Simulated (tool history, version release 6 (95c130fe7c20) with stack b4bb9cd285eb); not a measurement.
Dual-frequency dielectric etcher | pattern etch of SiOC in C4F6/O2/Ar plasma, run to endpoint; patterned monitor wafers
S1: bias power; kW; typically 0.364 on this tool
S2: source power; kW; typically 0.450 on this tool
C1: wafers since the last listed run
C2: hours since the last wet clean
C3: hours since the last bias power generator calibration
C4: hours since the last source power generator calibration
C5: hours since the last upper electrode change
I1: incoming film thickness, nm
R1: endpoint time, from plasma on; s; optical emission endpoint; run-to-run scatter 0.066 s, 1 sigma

run    hour     S1     S2    C1     C2      C3      C4      C5     I1    R1
  1     0.0  0.364  0.450     0  388.0  2222.5  1887.2  1293.0  25.62   9.6
       43.1  -- wet clean of the chamber
  2    44.9  0.364  0.450   279    1.8  2267.4  1932.1  1337.9  25.44   9.6
  3   149.5  0.364  0.450  1397  106.4  2372.0  2036.7  1442.5  25.66   9.7
  4   218.6  0.364  0.450   922  175.5  2441.1  2105.8  1511.6  25.39   9.5
  5   299.0  0.364  0.450  1073  255.9  2521.5  2186.2  1592.0  25.41   9.5
      354.0  -- source power generator calibrated
  6   393.9  0.364  0.450  1214  350.8  2616.4    39.9  1686.9  25.63   9.6
  7   482.9  0.364  0.450  1188  439.8  2705.4   128.9  1775.9  25.36   9.5
      549.0  -- wet clean of the chamber
  8   549.5  0.420  0.450   568    0.5  2772.0   195.5  1842.5  25.51   8.8
  9   630.8  0.278  0.540  1085   81.8  2853.3   276.8  1923.8  25.40  10.1
 10   694.3  0.301  0.390   848  145.3  2916.8   340.3  1987.3  25.38  11.4
      707.3  -- bias power generator calibrated
      786.5  -- upper electrode replaced
 11   787.0  0.364  0.360   864  238.0    79.7   433.0     0.5  25.45  10.7
 12   846.3  0.364  0.450   792  297.3   139.0   492.3    59.8  25.46   9.6
 13   928.6  0.364  0.450  1099  379.6   221.3   574.6   142.1  25.57   9.5
 14   982.5  0.409  0.360   719  433.5   275.2   628.5   196.0  25.56  10.1
     1039.4  -- wet clean of the chamber
 15  1080.5  0.312  0.540   988   41.1   373.2   726.5   294.0  25.38   9.6
 16  1122.3  0.312  0.540   558   82.9   415.0   768.3   335.8  25.72   9.6

Take each entry between the runs: how does the hidden state at the last listed run before it differ from the hidden state at the first listed run after it?
Logged between run 1 and run 2: wet clean of the chamber (hour 43.1)
  both runs share identical hidden conditions
Logged between run 5 and run 6: source power generator calibrated (hour 354.0)
  both runs share identical hidden conditions
Logged between run 7 and run 8: wet clean of the chamber (hour 549.0)
  both runs share identical hidden conditions
Logged between run 10 and run 11: bias power generator calibrated (hour 707.3); upper electrode replaced (hour 786.5)
  both runs share identical hidden conditions
Logged between run 14 and run 15: wet clean of the chamber (hour 1039.4)
  both runs share identical hidden conditions
